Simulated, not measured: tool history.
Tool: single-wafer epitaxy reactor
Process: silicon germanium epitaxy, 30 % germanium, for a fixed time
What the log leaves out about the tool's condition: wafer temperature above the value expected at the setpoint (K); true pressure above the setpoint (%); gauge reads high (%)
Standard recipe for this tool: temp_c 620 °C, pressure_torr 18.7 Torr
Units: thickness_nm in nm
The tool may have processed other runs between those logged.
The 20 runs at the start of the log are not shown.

run   hour  temp_c  pressure_torr  wafers since the last listed run  hours since the last pyrometer calibration  hours since the last manometer calibration  hours since the showerhead was replaced  hours since the gauge calibration  read-back reference wafer on the same gauge, thickness_nm  thickness_nm
       251  -- pyrometer calibrated
 21  251.6     632           16.8                                84                                         0.6                                       165.5                                      125                               22.5                                                     64.999        91.892
 22    267     614           20.3                               165                                          16                                       180.9                                    140.4                               37.9                                                     65.013        68.944
 23  284.5     620           18.7                               188                                        33.5                                       198.4                                    157.9                               55.4                                                     65.004        75.768
 24  291.2     620           18.7                                72                                        40.2                                       205.1                                    164.6                               62.1                                                     65.062        75.253
 25  322.7     613           14.3                               338                                        71.7                                       236.6                                    196.1                               93.6                                                     65.006        59.937
 26  333.9     620           16.5                               120                                        82.9                                       247.8                                    207.3                              104.8                                                     64.992        72.053
 27  343.6     625           18.7                               104                                        92.6                                       257.5                                      217                              114.5                                                      65.02        83.177
 28  360.1     620           23.2                               177                                       109.1                                         274                                    233.5                                131                                                     64.997        81.256
 29  371.3     610           21.5                               120                                       120.3                                       285.2                                    244.7                              142.2                                                     64.985        64.638
 30  389.1     605           22.1                               191                                       138.1                                         303                                    262.5                                160                                                     64.984        59.096
 31  396.6     613           21.6                                80                                       145.6                                       310.5                                      270                              167.5                                                     65.007        69.235
 32  409.5     634           16.8                               138                                       158.5                                       323.4                                    282.9                              180.4                                                     64.991        95.564
 33  423.3     620           21.2                               148                                       172.3                                       337.2                                    296.7                              194.2                                                     65.031         78.89
 34  436.7     634             14                               144                                       185.7                                       350.6                                    310.1                              207.6                                                     64.987        89.745
 35    454     620           22.3                               186                                         203                                       367.9                                    327.4                              224.9                                                      64.94        80.199
 36  462.8     632           18.7                                94                                       211.8                                       376.7                                    336.2                              233.7                                                     64.968        95.474

Branching from run 36: 3 alternative next runs. What would each branch give?
  A  463.2     614           18.7                                 4                                       212.2                                       377.1                                    336.6                              234.1                                                          ?             ?
  B  463.2     615           20.1                                 4                                       212.2                                       377.1                                    336.6                              234.1                                                          ?             ?
  C  463.2     611           22.1                                 4                                       212.2                                       377.1                                    336.6                              234.1                                                          ?             ?

run  read-back reference wafer on the same gauge, thickness_nm  thickness_nm
  A                                                     65.024        66.581
  B                                                     65.024        69.624
  C                                                     65.024        66.339
Had the tool no hidden state, the same runs would have come out as:
run  thickness_nm
  A        65.996
  B        69.014
  C        65.752
